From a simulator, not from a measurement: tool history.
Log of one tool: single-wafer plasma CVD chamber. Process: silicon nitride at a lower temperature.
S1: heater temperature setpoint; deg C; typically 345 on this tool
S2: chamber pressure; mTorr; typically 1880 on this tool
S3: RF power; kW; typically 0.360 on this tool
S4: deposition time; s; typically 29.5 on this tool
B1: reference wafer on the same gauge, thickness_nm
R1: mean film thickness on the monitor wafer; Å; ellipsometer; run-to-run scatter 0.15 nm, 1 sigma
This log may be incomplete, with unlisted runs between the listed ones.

{"run": 1, "hour": 0.0, "S1": 345, "S2": 1560, "S3": 0.36, "S4": 29.5, "B1": 44.102, "R1": 371.89}
{"run": 2, "hour": 24.9, "S1": 345, "S2": 1560, "S3": 0.36, "S4": 29.5, "B1": 44.085, "R1": 370.46}
{"run": 3, "hour": 66.9, "S1": 345, "S2": 1880, "S3": 0.36, "S4": 29.5, "B1": 44.097, "R1": 396.73}
{"run": 4, "hour": 130.1, "S1": 345, "S2": 1880, "S3": 0.36, "S4": 29.5, "B1": 44.056, "R1": 395.99}
{"run": 5, "hour": 175.6, "S1": 345, "S2": 2030, "S3": 0.36, "S4": 29.5, "B1": 44.094, "R1": 407.43}
{"run": 6, "hour": 205.1, "S1": 345, "S2": 2030, "S3": 0.36, "S4": 29.5, "B1": 44.049, "R1": 404.86}
{"run": 7, "hour": 365.3, "S1": 345, "S2": 2030, "S3": 0.36, "S4": 29.5, "B1": 44.09, "R1": 404.78}
{"run": 8, "hour": 406.3, "S1": 345, "S2": 1880, "S3": 0.36, "S4": 29.5, "B1": 44.16, "R1": 392.96}
{"run": 9, "hour": 456.4, "S1": 345, "S2": 1880, "S3": 0.36, "S4": 29.5, "B1": 44.084, "R1": 394.44}
{"run": 10, "hour": 500.8, "S1": 345, "S2": 1880, "S3": 0.36, "S4": 29.5, "B1": 44.171, "R1": 395.88}
{"run": 11, "hour": 548.9, "S1": 345, "S2": 1770, "S3": 0.34, "S4": 29.5, "B1": 44.084, "R1": 373.86}
{"run": 12, "hour": 619.3, "S1": 345, "S2": 1880, "S3": 0.39, "S4": 29.5, "B1": 44.19, "R1": 418.41}
{"run": 13, "hour": 643.4, "S1": 341, "S2": 1730, "S3": 0.3, "S4": 29.5, "B1": 44.0, "R1": 308.97}
{"run": 14, "hour": 697.0, "S1": 345, "S2": 2010, "S3": 0.36, "S4": 26.4, "B1": 44.11, "R1": 359.33}
{"run": 15, "hour": 736.5, "S1": 345, "S2": 2030, "S3": 0.36, "S4": 29.5, "B1": 44.092, "R1": 414.12}
{"run": 16, "hour": 801.6, "S1": 341, "S2": 1730, "S3": 0.3, "S4": 29.5, "B1": 44.156, "R1": 318.32}
{"run": 17, "hour": 857.7, "S1": 345, "S2": 1560, "S3": 0.305, "S4": 25.7, "B1": 44.104, "R1": 265.21}
{"run": 18, "hour": 902.2, "S1": 345, "S2": 1880, "S3": 0.36, "S4": 29.5, "B1": 44.142, "R1": 399.78}
{"run": 19, "hour": 955.7, "S1": 357, "S2": 1650, "S3": 0.36, "S4": 29.5, "B1": 44.061, "R1": 372.92}
{"run": 20, "hour": 1004.2, "S1": 331, "S2": 1430, "S3": 0.3, "S4": 33.3, "B1": 44.117, "R1": 320.8}
{"run": 21, "hour": 1035.9, "S1": 355, "S2": 1690, "S3": 0.29, "S4": 29.5, "B1": 44.12, "R1": 300.5}
{"run": 22, "hour": 1060.8, "S1": 345, "S2": 1880, "S3": 0.36, "S4": 29.5, "B1": 44.107, "R1": 401.52}
{"run": 23, "hour": 1114.0, "S1": 345, "S2": 2040, "S3": 0.36, "S4": 31.3, "B1": 44.173, "R1": 437.49}
{"run": 24, "hour": 1167.7, "S1": 341, "S2": 2200, "S3": 0.36, "S4": 29.5, "B1": 43.99, "R1": 426.78}
{"run": 25, "hour": 1214.8, "S1": 345, "S2": 1660, "S3": 0.36, "S4": 31.2, "B1": 44.126, "R1": 397.01}
{"run": 26, "hour": 1283.9, "S1": 345, "S2": 1880, "S3": 0.395, "S4": 29.5, "B1": 44.139, "R1": 432.91}
{"run": 27, "hour": 1319.1, "S1": 345, "S2": 1880, "S3": 0.36, "S4": 29.5, "B1": 44.045, "R1": 395.96}

Between the runs listed above, the log contained 5 entries, not reproduced here. Where in the sequence does each belong, and how does what the log doesn't record of the tool's condition differ from the listed run before to the listed run after?
Run 6 -> run 7: gauge calibrated (hour 351.5)
  true pressure above the setpoint (%): -5.78 -> -6.29
  measured result minus the result with no hidden state, R1: -7.66 -> -8.40 Å
Run 7 -> run 8: thermocouple changed; heater temperature recalibrated (hour 388.0)
  true pressure above the setpoint (%): -6.29 -> -6.42
  measured result minus the result with no hidden state, R1: -8.40 -> -8.69 Å
Run 11 -> run 12: showerhead replaced, of another model than before (hour 599.8)
  true pressure above the setpoint (%): -6.87 -> -7.1
  measured result minus the result with no hidden state, R1: -8.97 -> -14.87 Å
Run 14 -> run 15: capacitance manometer re-zeroed and calibrated (hour 709.5)
  true pressure above the setpoint (%): -7.34 -> -1.3
  measured result minus the result with no hidden state, R1: -12.80 -> -2.36 Å
Run 16 -> run 17: RF generator calibrated (hour 820.6)
  true pressure above the setpoint (%): -1.5 -> -1.68
  measured result minus the result with no hidden state, R1: -2.31 -> -2.24 Å
